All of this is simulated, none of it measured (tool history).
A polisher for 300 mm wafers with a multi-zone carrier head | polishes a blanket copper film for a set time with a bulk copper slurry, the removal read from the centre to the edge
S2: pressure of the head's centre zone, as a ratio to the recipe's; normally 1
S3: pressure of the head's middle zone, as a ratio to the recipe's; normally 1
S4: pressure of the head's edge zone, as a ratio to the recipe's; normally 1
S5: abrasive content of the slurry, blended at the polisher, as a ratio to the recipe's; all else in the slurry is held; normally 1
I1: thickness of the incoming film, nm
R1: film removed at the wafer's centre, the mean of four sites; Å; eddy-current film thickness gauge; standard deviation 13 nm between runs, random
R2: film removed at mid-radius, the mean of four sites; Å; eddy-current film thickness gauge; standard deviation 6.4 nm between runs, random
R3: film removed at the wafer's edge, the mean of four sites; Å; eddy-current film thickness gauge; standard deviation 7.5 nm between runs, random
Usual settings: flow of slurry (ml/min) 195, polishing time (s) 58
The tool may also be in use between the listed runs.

run 1 day=0 | flow_of_slurry_(ml/min)=195 S2=1.05 S3=1 S4=1 S5=1 polishing_time_(s)=58 | I1=2431.5 | R1=9946 R2=9890 R3=9946
run 2 day=2.488 | flow_of_slurry_(ml/min)=265 S2=0.93 S3=1 S4=1 S5=1 polishing_time_(s)=58 | I1=2452.8 | R1=9316 R2=10265 R3=10041
run 3 day=4.492 | flow_of_slurry_(ml/min)=195 S2=1 S3=1.09 S4=1 S5=1 polishing_time_(s)=58 | I1=2438.3 | R1=9693 R2=10549 R3=9693
-- day=6.529 slurry nozzle cleaned
run 4 day=7.471 | flow_of_slurry_(ml/min)=175 S2=1 S3=1 S4=1 S5=1.25 polishing_time_(s)=74 | I1=2401.2 | R1=12887 R2=13291 R3=13160
run 5 day=10.4 | flow_of_slurry_(ml/min)=230 S2=1 S3=1 S4=1 S5=1.2 polishing_time_(s)=58 | I1=2413.7 | R1=9927 R2=10565 R3=10395
run 6 day=14.546 | flow_of_slurry_(ml/min)=195 S2=1 S3=1 S4=0.91 S5=1 polishing_time_(s)=58 | I1=2431 | R1=9567 R2=9827 R3=9223
run 7 day=18.138 | flow_of_slurry_(ml/min)=195 S2=1 S3=1 S4=1 S5=1 polishing_time_(s)=58 | I1=2413 | R1=9132 R2=9953 R3=9823
-- day=19.171 centre zone pressure recalibrated
run 8 day=20.217 | flow_of_slurry_(ml/min)=195 S2=1.12 S3=1 S4=1.05 S5=1 polishing_time_(s)=58 | I1=2387.8 | R1=10956 R2=9815 R3=9893
-- day=23.333 worn pad replaced by a new one
run 9 day=23.354 | flow_of_slurry_(ml/min)=195 S2=1 S3=1 S4=1 S5=1 polishing_time_(s)=58 | I1=2409.8 | R1=9526 R2=9747 R3=9821
run 10 day=27.688 | flow_of_slurry_(ml/min)=220 S2=0.96 S3=1 S4=1 S5=1 polishing_time_(s)=40 | I1=2398.9 | R1=6529 R2=6979 R3=6802
-- day=29.254 edge zone pressure recalibrated
run 11 day=32.029 | flow_of_slurry_(ml/min)=195 S2=1 S3=1.04 S4=1 S5=1 polishing_time_(s)=58 | I1=2449.9 | R1=9752 R2=10215 R3=9768
-- day=34.475 carrier head's membrane replaced by a new one
-- day=34.554 slurry nozzle cleaned
run 12 day=35.475 | flow_of_slurry_(ml/min)=195 S2=1 S3=1 S4=1 S5=1 polishing_time_(s)=58 | I1=2423 | R1=9784 R2=9910 R3=9835
run 13 day=37.058 | flow_of_slurry_(ml/min)=195 S2=0.9 S3=1.12 S4=0.88 S5=1 polishing_time_(s)=49 | I1=2424 | R1=7199 R2=9254 R3=7777
run 14 day=40.825 | flow_of_slurry_(ml/min)=195 S2=0.94 S3=0.9 S4=1.12 S5=1 polishing_time_(s)=58 | I1=2383.6 | R1=8942 R2=9032 R3=10267
run 15 day=43.758 | flow_of_slurry_(ml/min)=195 S2=0.93 S3=1 S4=0.9 S5=1 polishing_time_(s)=58 | I1=2434.2 | R1=8762 R2=9882 R3=9190
run 16 day=45.871 | flow_of_slurry_(ml/min)=175 S2=1 S3=0.91 S4=1.1 S5=1 polishing_time_(s)=52 | I1=2427.2 | R1=8012 R2=8030 R3=9058
-- day=48.142 centre zone pressure recalibrated
run 17 day=48.408 | flow_of_slurry_(ml/min)=215 S2=1 S3=1 S4=1 S5=1 polishing_time_(s)=39 | I1=2403.5 | R1=6695 R2=6720 R3=6615
-- day=52.138 worn pad replaced by a new one
run 18 day=52.7 | flow_of_slurry_(ml/min)=195 S2=1 S3=1 S4=1 S5=1 polishing_time_(s)=58 | I1=2466.1 | R1=9686 R2=9879 R3=9766

For run 19, what comes out?
run 19 day=56.379 | flow_of_slurry_(ml/min)=195 S2=0.96 S3=1 S4=1 S5=0.9 polishing_time_(s)=58 | I1=2469.1 | R1=? R2=? R3=?

Run 19 measured R1 9021 Å, R2 9561 Å, R3 9511 Å.
Take away the tool's hidden state, keep the run-to-run variation as it was, and the same run would have given R1 9072 Å, R2 9561 Å, R3 9511 Å.

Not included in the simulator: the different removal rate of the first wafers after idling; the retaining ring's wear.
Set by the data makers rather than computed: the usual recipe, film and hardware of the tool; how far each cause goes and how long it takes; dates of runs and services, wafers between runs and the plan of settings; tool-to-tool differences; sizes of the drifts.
